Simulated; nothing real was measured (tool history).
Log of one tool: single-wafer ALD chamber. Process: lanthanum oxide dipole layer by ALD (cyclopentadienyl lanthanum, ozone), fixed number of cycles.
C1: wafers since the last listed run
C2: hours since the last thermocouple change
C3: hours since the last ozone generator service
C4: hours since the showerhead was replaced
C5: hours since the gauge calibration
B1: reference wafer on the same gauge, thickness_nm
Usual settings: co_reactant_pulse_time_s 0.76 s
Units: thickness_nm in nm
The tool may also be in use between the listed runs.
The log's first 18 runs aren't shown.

Run 19, hour 1246.6: usual settings but co_reactant_pulse_time_s 0.51 s; C1 1235; C2 516.7; C3 261.3; C4 2265.4; C5 2711.2; B1 0.488. Result: thickness_nm 0.369 nm.
Run 20, hour 1471.7: usual settings but co_reactant_pulse_time_s 0.60 s; C1 3754; C2 741.8; C3 486.4; C4 2490.5; C5 2936.3; B1 0.488. Result: thickness_nm 0.394 nm.
Run 21, hour 1531.7: usual settings but co_reactant_pulse_time_s 0.90 s; C1 1000; C2 801.8; C3 546.4; C4 2550.5; C5 2996.3; B1 0.488. Result: thickness_nm 0.460 nm.
At hour 1753.0: ozone generator serviced.
Run 22, hour 1824.3: usual settings; C1 4746; C2 1094.4; C3 71.3; C4 2843.1; C5 3288.9; B1 0.488. Result: thickness_nm 0.441 nm.
Run 23, hour 1919.4: usual settings but co_reactant_pulse_time_s 1.00 s; C1 1586; C2 1189.5; C3 166.4; C4 2938.2; C5 3384.0; B1 0.488. Result: thickness_nm 0.483 nm.
Run 24, hour 1955.6: usual settings but co_reactant_pulse_time_s 1.04 s; C1 603; C2 1225.7; C3 202.6; C4 2974.4; C5 3420.2; B1 0.488. Result: thickness_nm 0.487 nm.
At hour 1976.4: showerhead replaced.
Run 25, hour 2018.5: usual settings but co_reactant_pulse_time_s 0.87 s; C1 915; C2 1288.6; C3 265.5; C4 42.1; C5 3483.1; B1 0.488. Result: thickness_nm 0.459 nm.
Run 26, hour 2088.3: usual settings; C1 1164; C2 1358.4; C3 335.3; C4 111.9; C5 3552.9; B1 0.488. Result: thickness_nm 0.437 nm.
Run 27, hour 2168.6: usual settings; C1 1339; C2 1438.7; C3 415.6; C4 192.2; C5 3633.2; B1 0.488. Result: thickness_nm 0.437 nm.
At hour 2189.8: gauge calibrated.
At hour 2279.9: thermocouple changed; heater temperature recalibrated.
Run 28, hour 2280.4: usual settings; C1 1731; C2 0.5; C3 527.4; C4 304.0; C5 90.6; B1 0.488. Result: thickness_nm 0.435 nm.
Run 29, hour 2347.0: usual settings but co_reactant_pulse_time_s 0.84 s; C1 1110; C2 67.1; C3 594.0; C4 370.6; C5 157.2; B1 0.488. Result: thickness_nm 0.449 nm.
At hour 2402.6: ozone generator serviced.
Run 30, hour 2428.9: usual settings but co_reactant_pulse_time_s 1.02 s; C1 1232; C2 149.0; C3 26.3; C4 452.5; C5 239.1; B1 0.488. Result: thickness_nm 0.485 nm.
Run 31, hour 2617.8: usual settings but co_reactant_pulse_time_s 0.92 s; C1 3150; C2 337.9; C3 215.2; C4 641.4; C5 428.0; B1 0.488. Result: thickness_nm 0.470 nm.
Run 32, hour 2702.4: usual settings but co_reactant_pulse_time_s 1.03 s; C1 1410; C2 422.5; C3 299.8; C4 726.0; C5 512.6; B1 0.488. Result: thickness_nm 0.483 nm.
Run 33, hour 2779.4: usual settings but co_reactant_pulse_time_s 0.50 s; C1 1284; C2 499.5; C3 376.8; C4 803.0; C5 589.6; B1 0.488. Result: thickness_nm 0.363 nm.
Run 34, hour 2872.2: usual settings but co_reactant_pulse_time_s 0.96 s; C1 1547; C2 592.3; C3 469.6; C4 895.8; C5 682.4; B1 0.488. Result: thickness_nm 0.475 nm.
Run 35, hour 2947.4: usual settings but co_reactant_pulse_time_s 0.65 s; C1 1254; C2 667.5; C3 544.8; C4 971.0; C5 757.6; B1 0.488. Result: thickness_nm 0.409 nm.

3 ways to go on from here, each from the tool as it stands after run 35. What would each give?
Run A, hour 2947.8: usual settings; C1 6; C2 667.9; C3 545.2; C4 971.4; C5 758.0; B1 ?. Result: thickness_nm ?.
Run B, hour 2947.8: usual settings but co_reactant_pulse_time_s 0.66 s; C1 6; C2 667.9; C3 545.2; C4 971.4; C5 758.0; B1 ?. Result: thickness_nm ?.
Run C, hour 2947.8: usual settings but co_reactant_pulse_time_s 1.01 s; C1 6; C2 667.9; C3 545.2; C4 971.4; C5 758.0; B1 ?. Result: thickness_nm ?.

run     B1  thickness_nm
  A  0.488         0.433
  B  0.488         0.409
  C  0.488         0.478
Without the tool's hidden state the same runs would have given:
run  thickness_nm
  A         0.442
  B         0.418
  C         0.485
